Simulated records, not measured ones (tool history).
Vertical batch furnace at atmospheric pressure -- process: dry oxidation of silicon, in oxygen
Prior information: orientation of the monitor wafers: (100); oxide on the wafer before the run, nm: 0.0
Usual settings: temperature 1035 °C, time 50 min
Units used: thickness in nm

run	day	temperature	time	wafers since the last listed run	hours since the last temperature calibration	hours since the boat lift was adjusted	hours since the gauge calibration	read-back reference wafer on the same gauge, thickness	thickness
1	0	1035	50	0	2136.1	2182.4	61.3	64.3	58.45
2	2.583	1035	50	969	2198.1	2244.4	123.3	64.36	58.41
3	5.438	1035	50	1071	2266.6	2312.9	191.8	64.36	58.34
4	7.338	1035	30.5	713	2312.2	2358.5	237.4	64.31	43.31
5	8.517	1035	30.5	442	2340.5	2386.8	265.7	64.28	43.01
6	10.825	1035	30.5	866	2395.9	2442.2	321.1	64.26	43
7	12.046	1046	50	458	2425.2	2471.5	350.4	64.31	63.66
8	15.033	1046	50	1121	2496.9	2543.2	422.1	64.3	64.08
9	17.675	1035	50	991	2560.3	2606.6	485.5	64.28	58
10	19.492	1035	50	682	2603.9	2650.2	529.1	64.36	57.93
11	21.521	1021	25.5	761	2652.6	2698.9	577.8	64.28	34.22
# day 22.308: gauge calibrated
12	24.133	1044	41.5	980	2715.3	2761.6	43.8	64.27	55.95
13	26.588	1016	43.5	921	2774.2	2820.5	102.7	64.32	44.51
14	28.529	1060	50	728	2820.8	2867.1	149.3	64.33	71.39
# day 32.379: thermocouples replaced and temperature profile calibrated
# day 32.992: boat lift adjusted
15	33.012	1027	28.5	1078	15.2	0.5	256.9	64.3	39.33
16	33.542	1017	50	198	27.9	13.2	269.6	64.34	50.39
17	36.396	1035	50	1071	96.4	81.7	338.1	64.33	59.09
18	38.954	1059	50	960	157.8	143.1	399.5	64.29	72.58
19	40.671	1035	50	644	199	184.3	440.7	64.29	59.24
20	43.025	1053	27	883	255.5	240.8	497.2	64.3	47.25

What differs in the tool's unlogged condition from the final listed run ahead of each entry between runs to the first listed run following it?
Logged between run 11 and run 12: gauge calibrated (day 22.308)
  monitor wafer colder than the profiled boat position, K: 2.8 -> 2.93
  what was measured, less what the result would be without the hidden state, thickness: -0.84 -> -1.42 nm
Logged between run 14 and run 15: thermocouples replaced and temperature profile calibrated (day 32.379); boat lift adjusted (day 32.992)
  monitor wafer colder than the profiled boat position, K: 3.15 -> 0.185
  what was measured, less what the result would be without the hidden state, thickness: -1.87 -> -0.06 nm
